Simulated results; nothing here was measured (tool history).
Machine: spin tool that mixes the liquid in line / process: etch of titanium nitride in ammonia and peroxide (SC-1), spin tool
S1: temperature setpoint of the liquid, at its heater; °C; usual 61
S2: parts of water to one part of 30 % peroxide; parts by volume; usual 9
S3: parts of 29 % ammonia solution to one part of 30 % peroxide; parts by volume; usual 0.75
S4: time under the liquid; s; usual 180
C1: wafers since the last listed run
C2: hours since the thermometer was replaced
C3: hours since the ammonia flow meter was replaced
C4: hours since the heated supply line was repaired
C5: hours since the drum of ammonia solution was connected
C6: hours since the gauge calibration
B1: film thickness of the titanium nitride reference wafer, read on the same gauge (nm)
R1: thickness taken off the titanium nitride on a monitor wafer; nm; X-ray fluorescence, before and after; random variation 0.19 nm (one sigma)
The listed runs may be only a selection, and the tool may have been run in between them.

run	hour	S1	S2	S3	S4	C1	C2	C3	C4	C5	C6	B1	R1
1	0	55.5	11	1.1	225	0	2471.1	1174.8	728.4	15.6	1821.3	40.01	17.25
# hour 41.4: thermometer replaced
2	41.9	61	9	0.75	180	311	0.5	1216.7	770.3	57.5	1863.2	40.01	22.27
3	86.2	64.5	5	1.15	85	337	44.8	1261	814.6	101.8	1907.5	40.01	17.83
4	122.1	61	11.5	0.75	180	273	80.7	1296.9	850.5	137.7	1943.4	40.01	19.36
5	181.9	51.5	5	0.35	70	455	140.5	1356.7	910.3	197.5	2003.2	40	5.38
6	230.9	61	9	0.75	210	373	189.5	1405.7	959.3	246.5	2052.2	40.02	25.65
7	262.3	65	9	0.75	140	239	220.9	1437.1	990.7	277.9	2083.6	40	21.9
# hour 266.5: gauge calibrated
8	305.4	61	5	0.75	180	328	264	1480.2	1033.8	321	38.9	40.01	29.32
9	358.4	61	13	0.75	180	403	317	1533.2	1086.8	374	91.9	40.02	17.93
# hour 473: new drum of ammonia solution connected
10	524.2	55.5	11	1.1	225	1255	482.8	1699	1252.6	51.2	257.7	40.02	18.01
# hour 550.4: ammonia flow meter replaced
11	585.5	65	9	0.75	290	459	544.1	35.1	1313.9	112.5	319	39.97	44.89
12	615.4	68.5	12	0.45	210	227	574	65	1343.8	142.4	348.9	39.99	32.34
# hour 671.3: heated supply line repaired
13	673.3	68.5	5	0.75	275	433	631.9	122.9	2	200.3	406.8	39.99	69.73
14	727.5	58	9	0.75	135	412	686.1	177.1	56.2	254.5	461	40	13.26
15	763	61	9	0.75	180	270	721.6	212.6	91.7	290	496.5	40	21.45
16	824.3	61	12	0.45	180	466	782.9	273.9	153	351.3	557.8	40.02	16.98
17	893	61	9	0.75	180	523	851.6	342.6	221.7	420	626.5	39.98	21.71
18	932.9	61	10.5	0.75	150	303	891.5	382.5	261.6	459.9	666.4	39.99	16.95
# hour 936.5: new drum of ammonia solution connected
19	984.6	61	6	0.75	180	386	943.2	434.2	313.3	48.1	718.1	39.99	26.09
20	1019.1	52.5	10.5	0.75	180	262	977.7	468.7	347.8	82.6	752.6	39.99	11.07
21	1086.1	61	9	0.75	180	510	1044.7	535.7	414.8	149.6	819.6	40.01	21.65
22	1134.6	61	12	0.85	180	369	1093.2	584.2	463.3	198.1	868.1	39.98	18.67
23	1196.6	61	9	0.75	180	472	1155.2	646.2	525.3	260.1	930.1	39.99	21.24

5 ways to go on from here, each from the tool as it stands after run 23. What would each give?
A	1197.1	61	9	0.75	180	3	1155.7	646.7	525.8	260.6	930.6	?	?
B	1197.1	61	9	0.75	255	3	1155.7	646.7	525.8	260.6	930.6	?	?
C	1197.1	61	9	1.1	180	3	1155.7	646.7	525.8	260.6	930.6	?	?
D	1197.1	52.5	9	0.45	280	3	1155.7	646.7	525.8	260.6	930.6	?	?
E	1197.1	55	7.5	0.75	145	3	1155.7	646.7	525.8	260.6	930.6	?	?

run	B1	R1
A	40	21.59
B	40	30.58
C	40	22.86
D	40	17.43
E	40	12.76
What these runs would have given with no unlogged condition in the tool:
run	R1
A	22.47
B	31.83
C	23.79
D	18.18
E	13.3
